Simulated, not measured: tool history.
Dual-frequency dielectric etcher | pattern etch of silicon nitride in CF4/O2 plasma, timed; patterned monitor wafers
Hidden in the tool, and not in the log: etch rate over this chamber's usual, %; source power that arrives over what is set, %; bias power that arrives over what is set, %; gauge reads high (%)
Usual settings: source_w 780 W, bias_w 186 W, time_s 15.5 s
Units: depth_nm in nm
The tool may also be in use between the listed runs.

run	hour	source_w	bias_w	time_s	wafers since the last listed run	hours since the last wet clean	hours since the last source power generator calibration	hours since the last bias power generator calibration	hours since the last upper electrode change	hours since the gauge calibration	read-back reference wafer on the same gauge, depth_nm	depth_nm
1	0	780	186	15.5	0	177.7	764.8	1291.3	4710	64.4	41.88	47.45
2	90.4	780	186	15.5	1596	268.1	855.2	1381.7	4800.4	154.8	41.91	47.73
3	146.3	780	201	14	986	324	911.1	1437.6	4856.3	210.7	41.91	44.91
# hour 187.5: wet clean of the chamber
4	188	780	201	14	312	0.5	952.8	1479.3	4898	252.4	41.91	45.44
5	278	780	186	15.5	1588	90.5	1042.8	1569.3	4988	342.4	41.92	47.95
6	333.7	780	186	15.5	983	146.2	1098.5	1625	5043.7	398.1	41.93	47.73
7	404.4	780	186	15.5	1248	216.9	1169.2	1695.7	5114.4	468.8	41.87	47.44
8	491.9	780	186	15.5	1544	304.4	1256.7	1783.2	5201.9	556.3	41.95	48.09
9	569.7	780	186	15.5	1373	382.2	1334.5	1861	5279.7	634.1	41.93	48.03
# hour 640.5: wet clean of the chamber
10	641	780	186	15.5	835	0.5	1405.8	1932.3	5351	705.4	41.97	47.77
11	676.2	780	186	15.5	621	35.7	1441	1967.5	5386.2	740.6	41.88	48.49
12	735.7	780	186	13.5	1050	95.2	1500.5	2027	5445.7	800.1	41.91	42.24
13	790.8	780	186	13.5	972	150.3	1555.6	2082.1	5500.8	855.2	41.86	41.72
14	850.6	920	186	15.5	1055	210.1	1615.4	2141.9	5560.6	915	41.87	57.16
# hour 889.9: source power generator calibrated
15	924.2	780	186	19.5	1228	283.7	34.3	2215.5	5634.2	988.6	41.93	60.19
# hour 944.8: gauge calibrated
# hour 1005: bias power generator calibrated
16	1023	780	160	15.5	1673	382.5	133.1	18	5733	78.2	41.85	42.81
# hour 1079.6: wet clean of the chamber
# hour 1131.7: upper electrode replaced
17	1132.2	780	152	15.5	1080	52.6	242.3	127.2	0.5	187.4	41.97	41.46
18	1154.1	590	163	12.5	386	74.5	264.2	149.1	22.4	209.3	41.9	26
19	1249.3	780	186	15.5	1680	169.7	359.4	244.3	117.6	304.5	41.93	46.75
20	1338.4	860	186	15.5	1573	258.8	448.5	333.4	206.7	393.6	41.89	51.83
# hour 1438.9: wet clean of the chamber
21	1439.4	780	230	15.5	1359	0.5	549.5	434.4	307.7	494.6	41.91	52.55
22	1506.7	620	167	19	1188	67.8	616.8	501.7	375	561.9	41.88	42.32
23	1544.8	710	186	12.5	672	105.9	654.9	539.8	413.1	600	41.85	34.45
24	1613.4	780	186	13.5	1211	174.5	723.5	608.4	481.7	668.6	41.9	41.33
25	1671.8	870	186	18	1031	232.9	781.9	666.8	540.1	727	41.85	61.71
26	1762.3	960	186	19.5	1597	323.4	872.4	757.3	630.6	817.5	41.89	73.63
27	1820.8	840	156	20	1032	381.9	930.9	815.8	689.1	876	41.92	59.59
# hour 1878.8: wet clean of the chamber
28	1913.3	780	186	15.5	1209	34.5	1023.4	908.3	781.6	968.5	41.9	47.43

Measured less the same run without the tool's hidden state. The same run-to-run variation is in both; the gauge's scatter may not be:
run	depth_nm
1	+0.89
2	+0.95
3	+0.94
4	+0.97
5	+1.06
6	+1.08
7	+1.12
8	+1.17
9	+1.21
10	+1.25
11	+1.29
12	+1.15
13	+1.16
14	+1.61
15	+1.76
16	+0.03
17	+0.09
18	+0.06
19	+0.17
20	+0.24
21	+0.33
22	+0.28
23	+0.25
24	+0.33
25	+0.53
26	+0.7
27	+0.58
28	+0.55
